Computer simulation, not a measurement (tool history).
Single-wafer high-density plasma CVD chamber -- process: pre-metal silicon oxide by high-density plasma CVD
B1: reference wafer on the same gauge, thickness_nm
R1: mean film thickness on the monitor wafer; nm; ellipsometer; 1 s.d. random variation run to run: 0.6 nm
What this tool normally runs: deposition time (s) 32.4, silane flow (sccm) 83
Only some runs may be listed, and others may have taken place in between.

run 1 hour=0 | deposition_time_(s)=32.4 silane_flow_(sccm)=83 | B1=252.006 | R1=258.233
run 2 hour=103.6 | deposition_time_(s)=32.4 silane_flow_(sccm)=83 | B1=252.079 | R1=257.97
run 3 hour=185.6 | deposition_time_(s)=32.4 silane_flow_(sccm)=83 | B1=252.074 | R1=257.163
run 4 hour=274.9 | deposition_time_(s)=32.4 silane_flow_(sccm)=83 | B1=251.962 | R1=259.041
run 5 hour=362.3 | deposition_time_(s)=32.4 silane_flow_(sccm)=83 | B1=252.102 | R1=257.836
run 6 hour=410.6 | deposition_time_(s)=32.4 silane_flow_(sccm)=83 | B1=251.959 | R1=258.831
run 7 hour=453.1 | deposition_time_(s)=32.4 silane_flow_(sccm)=83 | B1=252.022 | R1=258.217
run 8 hour=621.8 | deposition_time_(s)=34.5 silane_flow_(sccm)=75 | B1=251.94 | R1=248.787
run 9 hour=711.5 | deposition_time_(s)=34.5 silane_flow_(sccm)=75 | B1=252.015 | R1=248.845
run 10 hour=807.5 | deposition_time_(s)=34.5 silane_flow_(sccm)=75 | B1=252.112 | R1=248.283
run 11 hour=886.3 | deposition_time_(s)=32.4 silane_flow_(sccm)=75 | B1=252.062 | R1=232.761
run 12 hour=951.6 | deposition_time_(s)=32.4 silane_flow_(sccm)=75 | B1=252.003 | R1=233.411
run 13 hour=1047.6 | deposition_time_(s)=32.4 silane_flow_(sccm)=83 | B1=252.08 | R1=257.916
run 14 hour=1113.4 | deposition_time_(s)=32.4 silane_flow_(sccm)=92 | B1=251.868 | R1=287.261
run 15 hour=1151.4 | deposition_time_(s)=36.4 silane_flow_(sccm)=83 | B1=251.995 | R1=290.245
run 16 hour=1211 | deposition_time_(s)=36.4 silane_flow_(sccm)=83 | B1=252.021 | R1=291.234
run 17 hour=1263.1 | deposition_time_(s)=32.4 silane_flow_(sccm)=83 | B1=252.032 | R1=257.5
run 18 hour=1366 | deposition_time_(s)=32.4 silane_flow_(sccm)=83 | B1=251.98 | R1=258.145
run 19 hour=1429.4 | deposition_time_(s)=32.4 silane_flow_(sccm)=74 | B1=251.934 | R1=231.203
run 20 hour=1487.5 | deposition_time_(s)=32.4 silane_flow_(sccm)=83 | B1=252 | R1=256.8
run 21 hour=1544.2 | deposition_time_(s)=35.1 silane_flow_(sccm)=91 | B1=252.057 | R1=306.29
run 22 hour=1597.3 | deposition_time_(s)=26.4 silane_flow_(sccm)=75 | B1=252.12 | R1=190.58
run 23 hour=1665.5 | deposition_time_(s)=37.3 silane_flow_(sccm)=69 | B1=252.114 | R1=247.066
run 24 hour=1719.6 | deposition_time_(s)=32.4 silane_flow_(sccm)=83 | B1=251.899 | R1=256.621
run 25 hour=1813.5 | deposition_time_(s)=37.4 silane_flow_(sccm)=88 | B1=251.981 | R1=316.177
run 26 hour=1904.4 | deposition_time_(s)=36.6 silane_flow_(sccm)=95 | B1=252.025 | R1=332.8
run 27 hour=1950.3 | deposition_time_(s)=32.4 silane_flow_(sccm)=95 | B1=251.905 | R1=295.575
run 28 hour=2049.1 | deposition_time_(s)=32.4 silane_flow_(sccm)=97 | B1=251.995 | R1=301.381
run 29 hour=2146.8 | deposition_time_(s)=34.8 silane_flow_(sccm)=72 | B1=251.971 | R1=241.553
run 30 hour=2209.5 | deposition_time_(s)=32.4 silane_flow_(sccm)=83 | B1=252.086 | R1=257.254
run 31 hour=2298.7 | deposition_time_(s)=28 silane_flow_(sccm)=97 | B1=252.071 | R1=260.997
run 32 hour=2386.3 | deposition_time_(s)=32.4 silane_flow_(sccm)=83 | B1=252.11 | R1=257.927
run 33 hour=2473.3 | deposition_time_(s)=26.8 silane_flow_(sccm)=97 | B1=251.998 | R1=249.536
run 34 hour=2512.1 | deposition_time_(s)=34.8 silane_flow_(sccm)=83 | B1=251.873 | R1=277.718
run 35 hour=2568.3 | deposition_time_(s)=35.4 silane_flow_(sccm)=90 | B1=251.881 | R1=304.902
run 36 hour=2607.9 | deposition_time_(s)=36 silane_flow_(sccm)=70 | B1=252.119 | R1=241.494
run 37 hour=2705.1 | deposition_time_(s)=38.6 silane_flow_(sccm)=92 | B1=252.091 | R1=341.096
run 38 hour=2792.6 | deposition_time_(s)=32.4 silane_flow_(sccm)=83 | B1=252.124 | R1=257.124
run 39 hour=2858 | deposition_time_(s)=28 silane_flow_(sccm)=97 | B1=252.047 | R1=259.614
run 40 hour=2915.8 | deposition_time_(s)=35.5 silane_flow_(sccm)=77 | B1=251.975 | R1=262.183
run 41 hour=3001.6 | deposition_time_(s)=35 silane_flow_(sccm)=77 | B1=251.973 | R1=259.174
run 42 hour=3040.2 | deposition_time_(s)=32.4 silane_flow_(sccm)=89 | B1=252.074 | R1=275.363

Not shown: 3 entries that the log had between the listed runs. Between which runs, and how does the tool's hidden state differ before and after?
Runs 1 to 2: silane flow controller replaced (hour 81.1)
  nothing in the hidden state changes from one run to the other
Runs 21 to 22: silane flow controller replaced (hour 1588.1)
  nothing in the hidden state changes from one run to the other
Runs 30 to 31: gauge calibrated (hour 2274.1)
  nothing in the hidden state changes from one run to the other
